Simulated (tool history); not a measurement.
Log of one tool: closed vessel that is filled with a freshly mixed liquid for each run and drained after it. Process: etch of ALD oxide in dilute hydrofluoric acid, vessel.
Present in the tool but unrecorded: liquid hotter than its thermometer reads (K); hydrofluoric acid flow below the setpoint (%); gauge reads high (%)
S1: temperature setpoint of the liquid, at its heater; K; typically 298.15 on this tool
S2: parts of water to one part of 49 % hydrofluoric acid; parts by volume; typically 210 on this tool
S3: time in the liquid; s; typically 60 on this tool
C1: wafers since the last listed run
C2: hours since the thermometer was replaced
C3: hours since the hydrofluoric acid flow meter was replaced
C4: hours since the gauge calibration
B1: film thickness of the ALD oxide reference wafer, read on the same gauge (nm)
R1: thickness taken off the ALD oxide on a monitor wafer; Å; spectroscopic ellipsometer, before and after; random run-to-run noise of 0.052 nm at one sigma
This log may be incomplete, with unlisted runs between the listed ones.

run,day,S1,S2,S3,C1,C2,C3,C4,B1,R1
1,0.000,298.15,210,50,0,1297.2,2129.2,66.1,60.01,55.3
2,0.367,298.15,210,50,785,1306.0,2138.0,74.9,60.02,55.0
3,0.988,298.15,210,50,1329,1320.9,2152.9,89.8,60.04,54.6
4,1.388,298.15,210,60,856,1330.5,2162.5,99.4,59.99,66.2
5,1.950,298.15,210,60,1204,1344.0,2176.0,112.9,60.02,65.4
6,2.650,298.15,210,60,1498,1360.8,2192.8,129.7,59.99,65.9
7,3.312,298.15,210,60,1418,1376.7,2208.7,145.6,60.00,65.7
8,3.971,298.15,210,60,1409,1392.5,2224.5,161.4,60.04,66.3
9,4.292,298.15,210,60,687,1400.2,2232.2,169.1,60.00,65.8
10,4.883,295.65,210,85,1266,1414.4,2246.4,183.3,59.98,85.7
11,5.442,295.65,210,85,1195,1427.8,2259.8,196.7,59.99,84.6
12,5.854,300.15,135,75,883,1437.7,2269.7,206.6,60.03,148.8
# day 6.079: gauge calibrated
13,6.408,298.15,210,60,1186,1451.0,2283.0,7.9,59.97,65.5
14,6.958,302.65,210,60,1177,1464.2,2296.2,21.1,60.01,77.0
# day 7.946: thermometer replaced
# day 8.508: hydrofluoric acid flow meter replaced
15,8.529,296.65,155,75,3185,14.0,0.5,58.8,60.03,110.4
16,8.846,295.65,125,70,678,21.6,8.1,66.4,60.01,130.7
17,9.133,298.15,300,50,615,28.5,15.0,73.3,59.98,35.2

For run 18, what comes out?
18,9.621,298.15,210,50,1043,40.2,26.7,85.0,?,?

{"run 18": {"B1": 60.0, "R1": 55.1}}
With no hidden state in the tool, this same run would have given R1 55.1 Å.

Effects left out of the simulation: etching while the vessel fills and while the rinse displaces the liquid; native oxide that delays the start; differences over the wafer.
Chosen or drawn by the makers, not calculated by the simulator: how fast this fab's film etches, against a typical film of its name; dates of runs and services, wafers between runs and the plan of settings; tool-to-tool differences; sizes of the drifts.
